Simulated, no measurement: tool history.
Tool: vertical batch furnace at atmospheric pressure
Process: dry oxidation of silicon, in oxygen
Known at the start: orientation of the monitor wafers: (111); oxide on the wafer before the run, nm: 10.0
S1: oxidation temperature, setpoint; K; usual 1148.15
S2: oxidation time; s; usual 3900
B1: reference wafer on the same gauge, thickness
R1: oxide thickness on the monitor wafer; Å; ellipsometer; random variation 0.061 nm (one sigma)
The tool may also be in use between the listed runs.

run   hour       S1    S2     B1     R1
  1    0.0  1156.15  3900  29.41  287.9
  2   27.5  1156.15  3900  29.41  287.8
  3   42.3  1156.15  3900  29.42  287.7
  4   70.9  1148.15  3900  29.39  270.0
  5  101.6  1148.15  3900  29.39  269.4
  6  125.6  1148.15  3900  29.38  269.4
  7  141.5  1148.15  3900  29.40  269.8
  8  170.0  1148.15  3900  29.40  269.5
  9  183.1  1148.15  3900  29.39  269.9
     218.0  -- gauge calibrated
     288.1  -- thermocouples replaced and temperature profile calibrated
 10  288.6  1148.15  3900  29.40  269.4
 11  301.7  1130.15  3900  29.40  233.3
 12  326.0  1157.15  5220  29.40  341.8
     366.0  -- boat lift adjusted
 13  366.5  1148.15  3900  29.38  269.3
 14  379.2  1130.15  5100  29.41  269.0
 15  399.9  1148.15  3900  29.39  270.1
 16  447.1  1169.15  3030  29.41  278.5
 17  466.7  1148.15  3900  29.39  268.4
 18  491.7  1124.15  2760  29.39  190.5
 19  512.3  1140.15  5700  29.40  309.7
 20  538.5  1148.15  3900  29.40  269.5
 21  572.2  1155.15  2430  29.40  223.6
 22  604.7  1134.15  2700  29.41  202.6
 23  637.7  1163.15  3900  29.41  304.3
 24  671.1  1148.15  1980  29.39  194.3

Forecast each of these 5 alternatives for the next run:
  A  676.8  1148.15  3900   ?   ?
  B  676.8  1169.15  3900   ?   ?
  C  676.8  1148.15  2280   ?   ?
  D  676.8  1166.15  5760   ?   ?
  E  676.8  1135.15  3900   ?   ?

run     B1     R1
  A  29.41  268.4
  B  29.41  318.5
  C  29.41  205.6
  D  29.41  389.8
  E  29.41  242.0
Without the tool's hidden state the same runs would have given:
run     R1
  A  268.4
  B  318.5
  C  205.6
  D  389.8
  E  242.0
